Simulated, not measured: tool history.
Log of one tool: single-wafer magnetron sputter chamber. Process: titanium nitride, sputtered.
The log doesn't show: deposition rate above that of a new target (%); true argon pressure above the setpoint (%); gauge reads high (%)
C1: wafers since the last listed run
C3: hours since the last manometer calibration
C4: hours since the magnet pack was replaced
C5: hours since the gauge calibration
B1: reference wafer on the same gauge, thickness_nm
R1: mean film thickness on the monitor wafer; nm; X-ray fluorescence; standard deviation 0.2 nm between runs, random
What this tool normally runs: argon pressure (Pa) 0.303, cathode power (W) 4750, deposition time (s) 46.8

run 1 hour=0 | argon_pressure_(Pa)=0.303 cathode_power_(W)=4750 deposition_time_(s)=46.8 | C1=0 wafers_on_the_sputter_target=823 C3=1488.7 C4=9138.9 C5=648.7 | B1=33.756 | R1=42.464
run 2 hour=25.7 | argon_pressure_(Pa)=0.303 cathode_power_(W)=4750 deposition_time_(s)=46.8 | C1=461 wafers_on_the_sputter_target=1284 C3=1514.4 C4=9164.6 C5=674.4 | B1=33.804 | R1=42.147
run 3 hour=77.4 | argon_pressure_(Pa)=0.303 cathode_power_(W)=4750 deposition_time_(s)=46.8 | C1=928 wafers_on_the_sputter_target=2213 C3=1566.1 C4=9216.3 C5=726.1 | B1=33.778 | R1=42.019
-- hour=140.1 gauge calibrated
run 4 hour=253.2 | argon_pressure_(Pa)=0.303 cathode_power_(W)=4750 deposition_time_(s)=46.8 | C1=3156 wafers_on_the_sputter_target=5369 C3=1741.9 C4=9392.1 C5=113.1 | B1=33.786 | R1=42.505
run 5 hour=291 | argon_pressure_(Pa)=0.303 cathode_power_(W)=4750 deposition_time_(s)=46.8 | C1=678 wafers_on_the_sputter_target=6048 C3=1779.7 C4=9429.9 C5=150.9 | B1=33.843 | R1=42.256
run 6 hour=319 | argon_pressure_(Pa)=0.303 cathode_power_(W)=4750 deposition_time_(s)=46.8 | C1=502 wafers_on_the_sputter_target=6551 C3=1807.7 C4=9457.9 C5=178.9 | B1=33.816 | R1=42.257
-- hour=336.9 sputter target and shields replaced
run 7 hour=385.8 | argon_pressure_(Pa)=0.271 cathode_power_(W)=4750 deposition_time_(s)=46.8 | C1=1055 wafers_on_the_sputter_target=878 C3=1874.5 C4=9524.7 C5=245.7 | B1=33.805 | R1=42.457
run 8 hour=455.3 | argon_pressure_(Pa)=0.252 cathode_power_(W)=4750 deposition_time_(s)=46.8 | C1=1247 wafers_on_the_sputter_target=2125 C3=1944 C4=9594.2 C5=315.2 | B1=33.819 | R1=42.421
run 9 hour=508.3 | argon_pressure_(Pa)=0.252 cathode_power_(W)=4750 deposition_time_(s)=46.8 | C1=951 wafers_on_the_sputter_target=3077 C3=1997 C4=9647.2 C5=368.2 | B1=33.806 | R1=42.889
run 10 hour=552.6 | argon_pressure_(Pa)=0.303 cathode_power_(W)=4750 deposition_time_(s)=46.8 | C1=795 wafers_on_the_sputter_target=3873 C3=2041.3 C4=9691.5 C5=412.5 | B1=33.816 | R1=42.427
run 11 hour=582.2 | argon_pressure_(Pa)=0.303 cathode_power_(W)=4750 deposition_time_(s)=46.8 | C1=531 wafers_on_the_sputter_target=4404 C3=2070.9 C4=9721.1 C5=442.1 | B1=33.785 | R1=41.948
-- hour=612.5 capacitance manometer re-zeroed and calibrated
run 12 hour=616.7 | argon_pressure_(Pa)=0.303 cathode_power_(W)=4750 deposition_time_(s)=46.8 | C1=475 wafers_on_the_sputter_target=4880 C3=4.2 C4=9755.6 C5=476.6 | B1=33.761 | R1=41.903
run 13 hour=666.4 | argon_pressure_(Pa)=0.382 cathode_power_(W)=4750 deposition_time_(s)=46.8 | C1=892 wafers_on_the_sputter_target=5772 C3=53.9 C4=9805.3 C5=526.3 | B1=33.814 | R1=41.418
-- hour=681.2 sputter target and shields replaced
run 14 hour=724.3 | argon_pressure_(Pa)=0.303 cathode_power_(W)=5650 deposition_time_(s)=46.8 | C1=895 wafers_on_the_sputter_target=774 C3=111.8 C4=9863.2 C5=584.2 | B1=33.811 | R1=49.608
-- hour=821.1 magnet pack replaced
run 15 hour=869.2 | argon_pressure_(Pa)=0.247 cathode_power_(W)=4750 deposition_time_(s)=43.4 | C1=2458 wafers_on_the_sputter_target=3232 C3=256.7 C4=48.1 C5=729.1 | B1=33.781 | R1=39.784
run 16 hour=893.6 | argon_pressure_(Pa)=0.303 cathode_power_(W)=4750 deposition_time_(s)=46.8 | C1=438 wafers_on_the_sputter_target=3670 C3=281.1 C4=72.5 C5=753.5 | B1=33.772 | R1=42.08
-- hour=934.6 gauge calibrated
run 17 hour=954.7 | argon_pressure_(Pa)=0.357 cathode_power_(W)=5350 deposition_time_(s)=54.5 | C1=1097 wafers_on_the_sputter_target=4767 C3=342.2 C4=133.6 C5=20.1 | B1=33.8 | R1=54.454
-- hour=1013.1 sputter target and shields replaced
run 18 hour=1014.3 | argon_pressure_(Pa)=0.303 cathode_power_(W)=4750 deposition_time_(s)=46.8 | C1=926 wafers_on_the_sputter_target=22 C3=401.8 C4=193.2 C5=79.7 | B1=33.782 | R1=42.471
run 19 hour=1161.3 | argon_pressure_(Pa)=0.422 cathode_power_(W)=4750 deposition_time_(s)=54.4 | C1=2639 wafers_on_the_sputter_target=2661 C3=548.8 C4=340.2 C5=226.7 | B1=33.782 | R1=47.795
run 20 hour=1224.8 | argon_pressure_(Pa)=0.372 cathode_power_(W)=4750 deposition_time_(s)=46.8 | C1=1140 wafers_on_the_sputter_target=3801 C3=612.3 C4=403.7 C5=290.2 | B1=33.776 | R1=41.779
run 21 hour=1267.5 | argon_pressure_(Pa)=0.22 cathode_power_(W)=4150 deposition_time_(s)=52.3 | C1=766 wafers_on_the_sputter_target=4568 C3=655 C4=446.4 C5=332.9 | B1=33.793 | R1=42.706
run 22 hour=1328.7 | argon_pressure_(Pa)=0.303 cathode_power_(W)=4750 deposition_time_(s)=46.8 | C1=1098 wafers_on_the_sputter_target=5667 C3=716.2 C4=507.6 C5=394.1 | B1=33.834 | R1=42.174
-- hour=1367.5 sputter target and shields replaced
run 23 hour=1398.4 | argon_pressure_(Pa)=0.25 cathode_power_(W)=4750 deposition_time_(s)=46.8 | C1=1107 wafers_on_the_sputter_target=555 C3=785.9 C4=577.3 C5=463.8 | B1=33.798 | R1=42.735
run 24 hour=1442.9 | argon_pressure_(Pa)=0.252 cathode_power_(W)=4750 deposition_time_(s)=46.8 | C1=799 wafers_on_the_sputter_target=1354 C3=830.4 C4=621.8 C5=508.3 | B1=33.811 | R1=42.62
run 25 hour=1510.9 | argon_pressure_(Pa)=0.303 cathode_power_(W)=4750 deposition_time_(s)=46.8 | C1=1220 wafers_on_the_sputter_target=2575 C3=898.4 C4=689.8 C5=576.3 | B1=33.811 | R1=42.457
run 26 hour=1571.9 | argon_pressure_(Pa)=0.303 cathode_power_(W)=4750 deposition_time_(s)=46.8 | C1=1095 wafers_on_the_sputter_target=3670 C3=959.4 C4=750.8 C5=637.3 | B1=33.806 | R1=41.768
run 27 hour=1632.9 | argon_pressure_(Pa)=0.413 cathode_power_(W)=5500 deposition_time_(s)=54.9 | C1=1095 wafers_on_the_sputter_target=4765 C3=1020.4 C4=811.8 C5=698.3 | B1=33.809 | R1=55.685

Alternative continuations, all from the tool just after run 27; predict every row:
run A hour=1633.3 | argon_pressure_(Pa)=0.303 cathode_power_(W)=5250 deposition_time_(s)=46.8 | C1=7 wafers_on_the_sputter_target=4772 C3=1020.8 C4=812.2 C5=698.7 | B1=? | R1=?
run B hour=1633.3 | argon_pressure_(Pa)=0.366 cathode_power_(W)=5050 deposition_time_(s)=54.9 | C1=7 wafers_on_the_sputter_target=4772 C3=1020.8 C4=812.2 C5=698.7 | B1=? | R1=?
run C hour=1633.3 | argon_pressure_(Pa)=0.422 cathode_power_(W)=4750 deposition_time_(s)=46.8 | C1=7 wafers_on_the_sputter_target=4772 C3=1020.8 C4=812.2 C5=698.7 | B1=? | R1=?
run D hour=1633.3 | argon_pressure_(Pa)=0.406 cathode_power_(W)=4750 deposition_time_(s)=43.3 | C1=7 wafers_on_the_sputter_target=4772 C3=1020.8 C4=812.2 C5=698.7 | B1=? | R1=?

run=A B1=33.832 R1=46.305
run=B B1=33.832 R1=51.699
run=C B1=33.832 R1=41.149
run=D B1=33.832 R1=38.199
Without the tool's hidden state the same runs would have given:
run=A R1=46.305
run=B R1=51.699
run=C R1=41.149
run=D R1=38.199

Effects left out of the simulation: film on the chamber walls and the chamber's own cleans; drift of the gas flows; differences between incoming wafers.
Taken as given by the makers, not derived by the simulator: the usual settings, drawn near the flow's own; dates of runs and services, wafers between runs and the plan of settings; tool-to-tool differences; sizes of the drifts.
